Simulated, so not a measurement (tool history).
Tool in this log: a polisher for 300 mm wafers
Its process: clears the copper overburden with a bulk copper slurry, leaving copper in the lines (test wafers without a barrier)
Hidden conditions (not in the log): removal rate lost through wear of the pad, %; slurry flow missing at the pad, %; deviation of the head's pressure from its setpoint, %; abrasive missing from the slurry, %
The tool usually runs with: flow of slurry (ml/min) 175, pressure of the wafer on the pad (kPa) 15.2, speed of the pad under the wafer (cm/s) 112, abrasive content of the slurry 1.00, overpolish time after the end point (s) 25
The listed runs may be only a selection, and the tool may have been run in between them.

| run | day | flow of slurry (ml/min) | pressure of the wafer on the pad (kPa) | speed of the pad under the wafer (cm/s) | abrasive content of the slurry | overpolish time after the end point (s) | wafers since the last listed run | wafers polished on this pad | hours since the slurry nozzle was cleaned | hours since the head pressure was calibrated | hours since the slurry blender was calibrated | incoming thickness of the incoming film, nm | time until the end point was called (s) | dishing of a wide line in a test structure (Å) |
|---|---|---|---|---|---|---|---|---|---|---|---|---|---|---|
| 1 | 0.000 | 175 | 15.2 | 112 | 1.00 | 25 | 0 | 444 | 159.7 | 127.8 | 168.3 | 853.1 | 108.0 | 848 |
|  | 1.350 | worn pad replaced by a new one |
| 2 | 1.371 | 175 | 15.2 | 112 | 1.00 | 25 | 240 | 4 | 192.6 | 160.7 | 201.2 | 860.9 | 108.6 | 853 |
| 3 | 2.571 | 175 | 15.2 | 112 | 1.00 | 25 | 239 | 243 | 221.4 | 189.5 | 230.0 | 863.4 | 112.9 | 859 |
| 4 | 3.508 | 175 | 15.2 | 112 | 1.00 | 25 | 186 | 430 | 243.9 | 212.0 | 252.5 | 851.1 | 111.1 | 838 |
| 5 | 4.292 | 175 | 15.2 | 112 | 1.00 | 25 | 156 | 586 | 262.7 | 230.8 | 271.3 | 868.2 | 113.9 | 823 |
|  | 4.971 | worn pad replaced by a new one |
| 6 | 5.038 | 175 | 15.2 | 112 | 1.00 | 25 | 115 | 13 | 280.6 | 248.7 | 289.2 | 845.8 | 111.0 | 850 |
| 7 | 5.838 | 175 | 15.2 | 112 | 1.00 | 25 | 159 | 172 | 299.8 | 267.9 | 308.4 | 848.1 | 112.0 | 838 |
| 8 | 6.458 | 175 | 15.2 | 112 | 1.00 | 25 | 123 | 296 | 314.7 | 282.8 | 323.3 | 839.8 | 111.7 | 828 |
|  | 6.812 | slurry nozzle cleaned |
| 9 | 7.658 | 120 | 20.7 | 76 | 1.00 | 25 | 231 | 527 | 20.3 | 311.6 | 352.1 | 845.8 | 133.1 | 797 |
|  | 8.183 | worn pad replaced by a new one |
|  | 8.225 | slurry blender recalibrated |
| 10 | 8.967 | 175 | 19.3 | 122 | 1.00 | 25 | 219 | 148 | 51.7 | 343.0 | 17.8 | 852.5 | 85.3 | 979 |
|  | 9.292 | head pressure recalibrated |
| 11 | 9.704 | 175 | 19.3 | 92 | 0.90 | 14 | 130 | 278 | 69.4 | 9.9 | 35.5 | 852.9 | 91.5 | 704 |
| 12 | 10.492 | 175 | 18.6 | 128 | 1.00 | 31 | 157 | 435 | 88.3 | 28.8 | 54.4 | 843.4 | 65.2 | 1158 |
| 13 | 11.042 | 175 | 15.2 | 134 | 1.15 | 25 | 109 | 545 | 101.5 | 42.0 | 67.6 | 860.5 | 78.3 | 1004 |
|  | 11.425 | worn pad replaced by a new one |
| 14 | 12.429 | 175 | 20.0 | 112 | 1.00 | 25 | 243 | 200 | 134.8 | 75.3 | 100.9 | 848.5 | 71.3 | 1117 |
|  | 12.696 | head pressure recalibrated, repeated, since the last time left the tool worse |
| 15 | 13.925 | 175 | 15.2 | 112 | 1.00 | 25 | 281 | 482 | 170.7 | 29.5 | 136.8 | 848.2 | 107.2 | 857 |
| 16 | 14.612 | 175 | 15.2 | 94 | 1.00 | 25 | 137 | 619 | 187.2 | 46.0 | 153.3 | 854.8 | 130.6 | 794 |
|  | 14.842 | worn pad replaced by a new one |
| 17 | 15.329 | 175 | 15.2 | 122 | 1.00 | 25 | 109 | 97 | 204.4 | 63.2 | 170.5 | 851.9 | 99.7 | 904 |

The logged runs with the hidden state left out (each run's random variation unchanged):
| run | time until the end point was called (s) | dishing of a wide line in a test structure (Å) |
|---|---|---|
| 1 | 108.1 | 848 |
| 2 | 107.9 | 857 |
| 3 | 111.2 | 867 |
| 4 | 108.6 | 851 |
| 5 | 110.6 | 839 |
| 6 | 107.0 | 871 |
| 7 | 107.2 | 864 |
| 8 | 106.1 | 857 |
| 9 | 124.6 | 835 |
| 10 | 78.5 | 1029 |
| 11 | 105.8 | 629 |
| 12 | 75.3 | 1077 |
| 13 | 90.4 | 921 |
| 14 | 82.1 | 1029 |
| 15 | 107.5 | 855 |
| 16 | 130.8 | 793 |
| 17 | 99.7 | 904 |
